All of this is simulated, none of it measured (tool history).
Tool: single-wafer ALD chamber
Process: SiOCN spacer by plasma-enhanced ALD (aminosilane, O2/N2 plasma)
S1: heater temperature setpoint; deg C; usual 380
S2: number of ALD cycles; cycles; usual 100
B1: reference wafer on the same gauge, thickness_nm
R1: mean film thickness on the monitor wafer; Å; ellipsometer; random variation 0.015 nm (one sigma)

Run 1, hour 0: usual settings; B1 4.772. Result: R1 58.52 Å.
Run 2, hour 84.5: usual settings; B1 4.767. Result: R1 58.08 Å.
Run 3, hour 150: usual settings; B1 4.768. Result: R1 58.54 Å.
Run 4, hour 210.7: usual settings; B1 4.77. Result: R1 58.62 Å.
Run 5, hour 280.2: usual settings; B1 4.773. Result: R1 58.3 Å.
Run 6, hour 334.1: usual settings; B1 4.767. Result: R1 58.51 Å.
Run 7, hour 405.6: usual settings; B1 4.768. Result: R1 58.57 Å.
Run 8, hour 459.3: usual settings; B1 4.768. Result: R1 58.43 Å.
Run 9, hour 497.3: usual settings; B1 4.768. Result: R1 58.23 Å.
Run 10, hour 551.7: usual settings; B1 4.77. Result: R1 58.37 Å.
Run 11, hour 590.9: usual settings; B1 4.769. Result: R1 58.18 Å.
Run 12, hour 623: usual settings; B1 4.772. Result: R1 58.56 Å.
Run 13, hour 670.7: usual settings but S1 386 deg C; B1 4.768. Result: R1 58.44 Å.
Run 14, hour 740.6: usual settings but S1 394 deg C, S2 94 cycles; B1 4.77. Result: R1 54.56 Å.
Run 15, hour 767.4: usual settings but S1 393 deg C, S2 82 cycles; B1 4.771. Result: R1 47.81 Å.
Run 16, hour 811.6: usual settings; B1 4.769. Result: R1 58.32 Å.
Run 17, hour 838.8: usual settings; B1 4.77. Result: R1 58.2 Å.
Run 18, hour 880.6: usual settings but S1 394 deg C, S2 94 cycles; B1 4.77. Result: R1 54.75 Å.
At hour 928.2: gauge calibrated.
Run 19, hour 943.8: usual settings; B1 4.768. Result: R1 58.14 Å.
At hour 955.2: thermocouple changed; heater temperature recalibrated.
Run 20, hour 1072.6: usual settings but S2 92 cycles; B1 4.769. Result: R1 53.67 Å.
Run 21, hour 1138.5: usual settings but S1 388 deg C; B1 4.771. Result: R1 58.14 Å.
Run 22, hour 1202.3: usual settings but S1 373 deg C, S2 93 cycles; B1 4.771. Result: R1 54.27 Å.
Run 23, hour 1241.3: usual settings but S1 374 deg C, S2 90 cycles; B1 4.77. Result: R1 52.58 Å.
Run 24, hour 1277.2: usual settings but S1 388 deg C, S2 92 cycles; B1 4.772. Result: R1 53.49 Å.
Run 25, hour 1316.1: usual settings but S1 369 deg C, S2 83 cycles; B1 4.77. Result: R1 48.2 Å.
Run 26, hour 1381.8: usual settings but S1 375 deg C, S2 86 cycles; B1 4.769. Result: R1 50.28 Å.
Run 27, hour 1436: usual settings but S1 390 deg C, S2 87 cycles; B1 4.769. Result: R1 50.77 Å.

4 ways to go on from here, each from the tool as it stands after run 27. What would each give?
Run A, hour 1436.6: usual settings; B1 ?. Result: R1 ?.
Run B, hour 1436.6: usual settings but S2 119 cycles; B1 ?. Result: R1 ?.
Run C, hour 1436.6: usual settings but S1 384 deg C, S2 119 cycles; B1 ?. Result: R1 ?.
Run D, hour 1436.6: usual settings but S1 389 deg C; B1 ?. Result: R1 ?.

run     B1     R1
  A  4.768  58.26
  B  4.768  69.33
  C  4.768  69.33
  D  4.768  58.26
Without the tool's hidden state the same runs would have given:
run     R1
  A  58.26
  B  69.33
  C  69.33
  D  58.26
